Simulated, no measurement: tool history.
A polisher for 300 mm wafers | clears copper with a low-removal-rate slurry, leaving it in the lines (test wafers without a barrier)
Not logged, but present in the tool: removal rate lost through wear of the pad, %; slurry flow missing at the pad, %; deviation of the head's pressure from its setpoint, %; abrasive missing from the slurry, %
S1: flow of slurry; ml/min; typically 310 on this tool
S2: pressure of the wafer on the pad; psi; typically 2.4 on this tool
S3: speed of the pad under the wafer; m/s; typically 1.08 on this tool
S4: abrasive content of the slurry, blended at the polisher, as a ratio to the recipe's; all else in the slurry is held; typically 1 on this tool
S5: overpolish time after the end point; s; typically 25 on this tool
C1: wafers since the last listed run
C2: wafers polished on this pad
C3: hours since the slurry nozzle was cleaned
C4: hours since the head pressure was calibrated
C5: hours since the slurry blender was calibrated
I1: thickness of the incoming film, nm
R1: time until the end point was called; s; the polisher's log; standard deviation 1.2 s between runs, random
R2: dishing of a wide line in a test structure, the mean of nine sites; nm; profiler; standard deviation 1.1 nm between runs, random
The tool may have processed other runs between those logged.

run,day,S1,S2,S3,S4,S5,C1,C2,C3,C4,C5,I1,R1,R2
1,0.000,310,2.0,1.08,1,25,0,750,294.2,341.6,112.9,328.2,151.3,37.0
# day 0.654: worn pad replaced by a new one
2,1.125,310,2.4,0.78,1,25,120,58,321.2,368.6,139.9,323.4,152.1,36.4
3,1.792,310,2.4,0.78,1,25,83,142,337.2,384.6,155.9,319.8,157.2,34.5
# day 2.104: slurry blender recalibrated
4,3.279,310,2.4,1.08,1,25,175,318,372.9,420.3,28.2,329.9,116.5,41.9
5,4.696,310,2.4,1.08,1,25,177,495,406.9,454.3,62.2,327.4,120.5,43.2
6,5.517,310,2.4,1.08,1,25,102,598,426.6,474.0,81.9,323.0,122.1,41.9
7,6.954,310,2.4,1.08,1,25,180,778,461.1,508.5,116.4,328.0,123.6,40.0
8,7.846,240,2.4,1.08,1,25,111,890,482.5,529.9,137.8,325.8,126.4,39.8
9,8.600,310,2.4,1.08,1,25,94,984,500.6,548.0,155.9,329.7,130.5,40.4
# day 9.129: worn pad replaced by a new one
# day 9.221: slurry blender recalibrated
10,9.658,310,2.4,1.08,1,25,101,55,526.0,573.4,10.5,322.0,110.8,45.1
11,10.388,310,2.4,1.08,1,25,91,147,543.5,590.9,28.0,330.4,112.6,43.6
12,11.425,310,2.4,1.08,1,25,129,277,568.4,615.8,52.9,323.9,116.1,42.1
13,12.242,310,2.4,1.08,1,25,102,379,588.0,635.4,72.5,322.2,117.5,43.9

Expected results for the next run?
# day 13.088: head pressure recalibrated
14,13.354,310,2.4,1.08,1,11,128,508,614.7,6.4,99.2,323.1,?,?

{"run 14": {"R1": 116.3, "R2": 23.4}}
With the hidden condition absent and the run-to-run variation left alone, this run would have shown R1 107.5 s, R2 24.9 nm.
